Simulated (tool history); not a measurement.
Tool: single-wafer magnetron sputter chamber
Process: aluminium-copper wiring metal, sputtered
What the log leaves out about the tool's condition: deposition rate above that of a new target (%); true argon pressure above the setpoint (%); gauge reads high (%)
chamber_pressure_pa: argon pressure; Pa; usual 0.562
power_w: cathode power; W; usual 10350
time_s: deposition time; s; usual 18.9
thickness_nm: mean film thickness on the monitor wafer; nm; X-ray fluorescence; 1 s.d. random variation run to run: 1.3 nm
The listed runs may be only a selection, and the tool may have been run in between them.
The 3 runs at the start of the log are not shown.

run,hour,chamber_pressure_pa,power_w,time_s,wafers since the last listed run,wafers on the sputter target,hours since the last manometer calibration,hours since the magnet pack was replaced,hours since the gauge calibration,"read-back reference wafer on the same gauge, thickness_nm",thickness_nm
4,251.9,0.562,10350,16.5,1784,8119,1514.2,11462.2,1147.2,391.510,278.753
# hour 316.0: sputter target and shields replaced
5,325.9,0.562,10350,16.5,1174,176,1588.2,11536.2,1221.2,390.827,278.455
6,365.9,0.562,10350,16.5,711,887,1628.2,11576.2,1261.2,390.201,278.354
7,471.4,0.705,10350,18.9,1876,2764,1733.7,11681.7,1366.7,391.054,279.936
8,522.9,0.705,10350,18.9,916,3680,1785.2,11733.2,1418.2,390.732,280.876
# hour 610.9: gauge calibrated
9,625.7,0.562,10350,18.9,1828,5509,1888.0,11836.0,14.8,390.990,317.472
10,715.5,0.562,10350,17.3,1597,7107,1977.8,11925.8,104.6,390.647,291.733
11,772.3,0.562,10350,17.3,1010,8117,2034.6,11982.6,161.4,390.557,290.255
# hour 792.7: sputter target and shields replaced
12,833.2,0.562,11100,18.9,941,720,2095.5,12043.5,222.3,390.871,338.817
13,888.7,0.562,10350,18.9,987,1708,2151.0,12099.0,277.8,390.767,317.003
# hour 942.2: magnet pack replaced
14,977.2,0.562,9550,17.1,1432,3140,2239.5,35.0,366.3,390.778,269.412
15,1050.0,0.562,10350,17.6,1295,4435,2312.3,107.8,439.1,391.725,294.704
# hour 1085.1: capacitance manometer re-zeroed and calibrated
16,1096.5,0.562,7950,16.1,684,5119,11.4,154.3,485.6,390.475,223.994
17,1164.2,0.562,10350,18.9,1204,6324,79.1,222.0,553.3,391.027,325.875
18,1243.6,0.562,11100,18.9,1412,7736,158.5,301.4,632.7,390.904,344.084
# hour 1269.2: sputter target and shields replaced
19,1309.9,0.562,8300,18.9,1037,723,224.8,367.7,699.0,391.407,270.690
20,1375.3,0.635,8450,22.1,1163,1887,290.2,433.1,764.4,390.853,300.683
21,1467.7,0.786,8750,17.3,1643,3530,382.6,525.5,856.8,390.773,212.151
22,1541.7,0.562,10350,20.6,1316,4847,456.6,599.5,930.8,391.081,350.288
23,1609.4,0.562,12500,17.4,1204,6051,524.3,667.2,998.5,391.131,350.232

Run 24 has not been measured yet. What should we expect?
24,1736.5,0.769,9100,18.9,2261,8312,651.4,794.3,1125.6,?,?

{"run 24": {"read-back reference wafer on the same gauge, thickness_nm": 390.933, "thickness_nm": 241.992}}
With no hidden state in the tool, this same run would have given thickness_nm 247.070 nm.
